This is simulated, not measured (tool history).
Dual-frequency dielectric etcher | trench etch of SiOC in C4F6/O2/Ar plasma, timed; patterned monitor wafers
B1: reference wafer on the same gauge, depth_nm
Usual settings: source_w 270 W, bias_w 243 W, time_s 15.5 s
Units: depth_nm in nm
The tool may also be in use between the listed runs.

Run 1, hour 0: usual settings but source_w 250 W, time_s 18 s; B1 27. Result: depth_nm 32.28 nm.
Run 2, hour 28.1: usual settings but source_w 250 W, time_s 18 s; B1 27. Result: depth_nm 32.42 nm.
Run 3, hour 50.9: usual settings but source_w 250 W, time_s 18 s; B1 27.01. Result: depth_nm 32.41 nm.
Run 4, hour 72.3: usual settings; B1 27. Result: depth_nm 28.56 nm.
Run 5, hour 105.1: usual settings but source_w 300 W; B1 26.99. Result: depth_nm 29.47 nm.
Run 6, hour 124.6: usual settings but source_w 300 W; B1 26.99. Result: depth_nm 29.56 nm.
At hour 142.5: gauge calibrated.
Run 7, hour 155: usual settings but source_w 300 W; B1 27.01. Result: depth_nm 29.53 nm.
Run 8, hour 171.7: usual settings; B1 27. Result: depth_nm 28.7 nm.
Run 9, hour 184.2: usual settings; B1 27.01. Result: depth_nm 28.74 nm.
Run 10, hour 213.6: usual settings; B1 26.99. Result: depth_nm 28.71 nm.
At hour 241.2: upper electrode replaced.
At hour 256.7: wet clean of the chamber.
At hour 256.7: bias power generator calibrated.
Run 11, hour 257.2: usual settings but time_s 12.5 s; B1 27. Result: depth_nm 22.7 nm.
Run 12, hour 258.1: usual settings but source_w 310 W, bias_w 283 W, time_s 13 s; B1 27. Result: depth_nm 25.47 nm.
At hour 265: source power generator calibrated.
Run 13, hour 272.1: usual settings; B1 26.99. Result: depth_nm 28.22 nm.
Run 14, hour 308.1: usual settings but source_w 320 W, time_s 20 s; B1 26.99. Result: depth_nm 38.17 nm.
Run 15, hour 324.9: usual settings; B1 27.01. Result: depth_nm 28.24 nm.
Run 16, hour 359.2: usual settings but source_w 300 W, bias_w 192 W, time_s 14.5 s; B1 27. Result: depth_nm 25.82 nm.
At hour 381.2: gauge calibrated.
Run 17, hour 383.2: usual settings but source_w 310 W; B1 27. Result: depth_nm 29.4 nm.
Run 18, hour 397.5: usual settings but source_w 300 W, time_s 14 s; B1 27. Result: depth_nm 26.38 nm.

5 ways to go on from here, each from the tool as it stands after run 18. What would each give?
Run A, hour 397.9: usual settings but time_s 19 s; B1 ?. Result: depth_nm ?.
Run B, hour 397.9: usual settings but bias_w 259 W, time_s 12 s; B1 ?. Result: depth_nm ?.
Run C, hour 397.9: usual settings but source_w 230 W, bias_w 291 W; B1 ?. Result: depth_nm ?.
Run D, hour 397.9: usual settings but bias_w 225 W, time_s 18.5 s; B1 ?. Result: depth_nm ?.
Run E, hour 397.9: usual settings but source_w 220 W, bias_w 219 W, time_s 17 s; B1 ?. Result: depth_nm ?.

run  B1  depth_nm
  A  27      34.8
  B  27     22.33
  C  27     28.46
  D  27     33.28
  E  27     28.77
Without the tool's hidden state the same runs would have given:
run  depth_nm
  A     34.58
  B     22.18
  C     28.28
  D     33.06
  E     28.59

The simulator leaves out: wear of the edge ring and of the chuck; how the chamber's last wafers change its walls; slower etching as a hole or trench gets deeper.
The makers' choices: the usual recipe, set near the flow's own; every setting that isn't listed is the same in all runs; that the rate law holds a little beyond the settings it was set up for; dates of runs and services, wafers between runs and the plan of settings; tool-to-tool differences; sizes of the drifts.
